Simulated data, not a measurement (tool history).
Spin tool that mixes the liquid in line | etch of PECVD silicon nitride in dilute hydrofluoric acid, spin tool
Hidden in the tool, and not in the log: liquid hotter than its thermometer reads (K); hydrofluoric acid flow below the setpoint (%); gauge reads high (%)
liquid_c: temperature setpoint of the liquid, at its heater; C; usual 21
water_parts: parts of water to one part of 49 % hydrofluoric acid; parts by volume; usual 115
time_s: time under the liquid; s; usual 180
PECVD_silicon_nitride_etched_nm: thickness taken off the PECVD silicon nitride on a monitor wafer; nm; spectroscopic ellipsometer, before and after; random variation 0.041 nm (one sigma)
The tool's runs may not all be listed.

run    hour  liquid_c  water_parts  time_s  wafers since the last listed run  hours since the thermometer was replaced  hours since the hydrofluoric acid flow meter was replaced  hours since the gauge calibration  read-back film thickness of the PECVD silicon nitride reference wafer, read on the same gauge (nm)  PECVD_silicon_nitride_etched_nm
  1       0        21          115     125                                 0                                      44.1                                                      369.2                              557.8                                                                                                  50                             3.56
  2    99.1        21          115     125                               420                                     143.2                                                      468.3                              656.9                                                                                               49.99                             3.57
  3   196.6        21          115     180                               413                                     240.7                                                      565.8                              754.4                                                                                               50.03                             5.05
  4   290.1        21          115     180                               396                                     334.2                                                      659.3                              847.9                                                                                               50.01                             5.09
  5   341.1        21          115     180                               216                                     385.2                                                      710.3                              898.9                                                                                                  50                             5.14
  6   389.4        21          115     180                               204                                     433.5                                                      758.6                              947.2                                                                                               50.01                             5.14
  7   430.2        21          115     180                               173                                     474.3                                                      799.4                                988                                                                                               50.01                             5.09
  8   726.2        21          115     180                              1255                                     770.3                                                     1095.4                               1284                                                                                               49.97                             5.04
  9   769.5        21          115     180                               183                                     813.6                                                     1138.7                             1327.3                                                                                               49.96                             5.04
 10   821.8        21          115     180                               221                                     865.9                                                       1191                             1379.6                                                                                               50.04                             5.04
 11   862.4        21          115     180                               172                                     906.5                                                     1231.6                             1420.2                                                                                               49.99                             4.97
 12   927.5        21          115     180                               276                                     971.6                                                     1296.7                             1485.3                                                                                                  50                             5.02
      942.1  -- thermometer replaced
 13     984        21          115     180                               235                                      41.9                                                     1353.2                             1541.8                                                                                                  50                             4.99
 14  1066.2        21          115     180                               348                                     124.1                                                     1435.4                               1624                                                                                               50.01                                5
 15  1293.4        21          115     180                               963                                     351.3                                                     1662.6                             1851.2                                                                                               49.99                             4.96
 16  1388.6        21          115     180                               403                                     446.5                                                     1757.8                             1946.4                                                                                                  50                             4.96
 17  1679.1      17.5          115     180                              1232                                       737                                                     2048.3                             2236.9                                                                                               50.01                             3.89
 18  1736.3      24.5           70     285                               242                                     794.2                                                     2105.5                             2294.1                                                                                               49.99                            16.06
     1738.9  -- thermometer replaced
 19  1777.8        21          155     180                               171                                      38.9                                                       2147                             2335.6                                                                                               50.02                              3.7
 20  1866.3        21          115     180                               375                                     127.4                                                     2235.5                             2424.1                                                                                               49.98                             4.93
     1869.6  -- hydrofluoric acid flow meter replaced
 21  1910.3        21          115     180                               182                                     171.4                                                       40.7                             2468.1                                                                                               49.98                             4.79
 22  1994.4      25.5          140     180                               356                                     255.5                                                      124.8                             2552.2                                                                                               49.98                             5.24
 23  2041.7        17          135     245                               200                                     302.8                                                      172.1                             2599.5                                                                                                  50                             4.24
     2045.5  -- gauge calibrated
 24  2149.4        21           90      95                               456                                     410.5                                                      279.8                              103.9                                                                                               49.97                             3.13
 25  2207.6        21          115     275                               246                                     468.7                                                        338                              162.1                                                                                               49.97                             7.29
     2244.7  -- hydrofluoric acid flow meter replaced, repeated, since the last time left the tool worse
 26  2314.7        17          115     100                               450                                     575.8                                                         70                              269.2                                                                                               50.03                              2.2
 27  2366.3        25          170     180                               218                                     627.4                                                      121.6                              320.8                                                                                                  50                             4.49
 28  2432.3        21          115     180                               279                                     693.4                                                      187.6                              386.8                                                                                               49.99                             5.08
 29  2477.6        21          115     180                               192                                     738.7                                                      232.9                              432.1                                                                                               49.97                             5.04
 30  2560.6      19.5          145     180                               352                                     821.7                                                      315.9                              515.1                                                                                               49.97                              3.7
 31  2636.4        18           90     180                               321                                     897.5                                                      391.7                              590.9                                                                                               49.98                             5.28
 32  2688.1        17          150     270                               219                                     949.2                                                      443.4                              642.6                                                                                               50.01                             4.54
     2702.6  -- thermometer replaced
 33  2790.3        19          115     275                               429                                      87.7                                                      545.6                              744.8                                                                                               49.97                             6.79

Forecast each of these 3 alternatives for the next run:
  A  2790.8        21           80     180                                 2                                      88.2                                                      546.1                              745.3                                                                                                   ?                                ?
  B  2790.8        25          115     180                                 2                                      88.2                                                      546.1                              745.3                                                                                                   ?                                ?
  C  2790.8        17          155     110                                 2                                      88.2                                                      546.1                              745.3                                                                                                   ?                                ?

run  read-back film thickness of the PECVD silicon nitride reference wafer, read on the same gauge (nm)  PECVD_silicon_nitride_etched_nm
  A                                                                                               49.99                             7.18
  B                                                                                               49.99                             6.56
  C                                                                                               49.99                             1.76
Without the tool's hidden state the same runs would have given:
run  PECVD_silicon_nitride_etched_nm
  A                             7.26
  B                             6.63
  C                             1.77

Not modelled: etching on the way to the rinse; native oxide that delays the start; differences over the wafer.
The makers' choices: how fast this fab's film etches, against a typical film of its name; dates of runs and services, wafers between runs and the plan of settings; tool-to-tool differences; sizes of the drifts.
